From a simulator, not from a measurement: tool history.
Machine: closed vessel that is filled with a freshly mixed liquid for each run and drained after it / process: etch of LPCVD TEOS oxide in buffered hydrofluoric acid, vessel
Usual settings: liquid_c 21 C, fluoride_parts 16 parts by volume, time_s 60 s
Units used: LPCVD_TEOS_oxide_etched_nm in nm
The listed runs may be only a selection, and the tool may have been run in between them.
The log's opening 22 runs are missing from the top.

run    hour  liquid_c  fluoride_parts  time_s  wafers since the last listed run  hours since the thermometer was replaced  hours since the hydrofluoric acid flow meter was replaced  hours since the gauge calibration  read-back film thickness of the LPCVD TEOS oxide reference wafer, read on the same gauge (nm)  LPCVD_TEOS_oxide_etched_nm
 23    1739        17              20      85                              9345                                       844                                                     1564.3                             1210.8                                                                                          79.16                       92.53
 24  1784.5        21              16      60                              3970                                     889.5                                                     1609.8                             1256.3                                                                                          79.12                      101.29
 25  1838.9        21              20      30                              4746                                     943.9                                                     1664.2                             1310.7                                                                                          79.06                       40.64
 26  1912.5        21              16      45                              6422                                    1017.5                                                     1737.8                             1384.3                                                                                          78.95                       75.39
     1913.9  -- thermometer replaced
 27  1952.7        17              16      40                              3420                                      38.8                                                       1778                             1424.5                                                                                          78.87                       53.67
 28  2021.3      23.5            18.5      35                              5986                                     107.4                                                     1846.6                             1493.1                                                                                          78.78                       58.13
 29  2066.9        17              16      75                              3979                                       153                                                     1892.2                             1538.7                                                                                           78.7                      101.27
 30  2167.9        21              16      40                              8813                                       254                                                     1993.2                             1639.7                                                                                          78.54                       66.61
     2170.9  -- hydrofluoric acid flow meter replaced
 31  2256.9        21              22      60                              7678                                       343                                                         86                             1728.7                                                                                          78.39                       74.32
 32  2304.2        21              16      60                              4127                                     390.3                                                      133.3                               1776                                                                                           78.3                       99.21
 33  2377.5        21              16      60                              6396                                     463.6                                                      206.6                             1849.3                                                                                          78.19                       99.76

Below are 4 alternative next runs, each starting from the tool's condition after run 33. Predict each:
  A  2378.2      17.5              16      60                                61                                     464.3                                                      207.3                               1850                                                                                              ?                           ?
  B  2378.2        21              18      90                                61                                     464.3                                                      207.3                               1850                                                                                              ?                           ?
  C  2378.2        26            12.5      80                                61                                     464.3                                                      207.3                               1850                                                                                              ?                           ?
  D  2378.2        21              11      60                                61                                     464.3                                                      207.3                               1850                                                                                              ?                           ?

run  read-back film thickness of the LPCVD TEOS oxide reference wafer, read on the same gauge (nm)  LPCVD_TEOS_oxide_etched_nm
  A                                                                                          78.17                       82.04
  B                                                                                          78.17                      133.46
  C                                                                                          78.17                      223.27
  D                                                                                          78.17                       144.3
Had the tool no hidden state, the same runs would have come out as:
run  LPCVD_TEOS_oxide_etched_nm
  A                       83.97
  B                      136.61
  C                      228.52
  D                      147.69
